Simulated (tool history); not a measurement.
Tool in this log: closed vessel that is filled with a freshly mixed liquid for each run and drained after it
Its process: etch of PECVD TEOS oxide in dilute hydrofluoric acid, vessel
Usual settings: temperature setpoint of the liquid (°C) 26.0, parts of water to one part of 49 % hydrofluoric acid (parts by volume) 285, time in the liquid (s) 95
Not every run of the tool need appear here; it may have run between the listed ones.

| run | hour | temperature setpoint of the liquid (°C) | parts of water to one part of 49 % hydrofluoric acid (parts by volume) | time in the liquid (s) | read-back film thickness of the PECVD TEOS oxide reference wafer, read on the same gauge (nm) | thickness taken off the PECVD TEOS oxide on a monitor wafer (Å) |
|---|---|---|---|---|---|---|
| 1 | 0.0 | 26.0 | 285 | 95 | 129.99 | 72.4 |
| 2 | 12.2 | 26.0 | 285 | 95 | 130.01 | 72.5 |
| 3 | 18.4 | 26.0 | 285 | 95 | 130.02 | 73.5 |
| 4 | 28.5 | 26.0 | 285 | 95 | 129.99 | 72.1 |
| 5 | 41.6 | 26.0 | 285 | 95 | 130.00 | 74.2 |
| 6 | 59.0 | 26.0 | 285 | 95 | 130.04 | 74.5 |
| 7 | 74.6 | 26.0 | 285 | 95 | 129.96 | 73.6 |
| 8 | 87.6 | 26.0 | 285 | 95 | 130.00 | 74.8 |
| 9 | 96.8 | 26.0 | 285 | 95 | 130.03 | 75.4 |
| 10 | 108.5 | 26.0 | 285 | 95 | 130.01 | 73.7 |
| 11 | 127.3 | 26.0 | 285 | 95 | 129.98 | 74.1 |
|  | 128.9 | gauge calibrated |
| 12 | 136.4 | 26.0 | 285 | 95 | 130.02 | 75.9 |
| 13 | 146.3 | 27.5 | 410 | 145 | 129.99 | 75.8 |
| 14 | 161.2 | 22.0 | 355 | 95 | 129.99 | 50.1 |
| 15 | 176.0 | 26.0 | 285 | 95 | 129.97 | 76.3 |

Expected results for the next run?
|  | 181.2 | hydrofluoric acid flow meter replaced |
| 16 | 193.3 | 29.0 | 285 | 70 | ? | ? |

{"run 16": {"read-back film thickness of the PECVD TEOS oxide reference wafer, read on the same gauge (nm)": 130.0, "thickness taken off the PECVD TEOS oxide on a monitor wafer (Å)": 54.5}}
Had the tool carried no hidden state, the very same run would have given thickness taken off the PECVD TEOS oxide on a monitor wafer (Å) 54.1.

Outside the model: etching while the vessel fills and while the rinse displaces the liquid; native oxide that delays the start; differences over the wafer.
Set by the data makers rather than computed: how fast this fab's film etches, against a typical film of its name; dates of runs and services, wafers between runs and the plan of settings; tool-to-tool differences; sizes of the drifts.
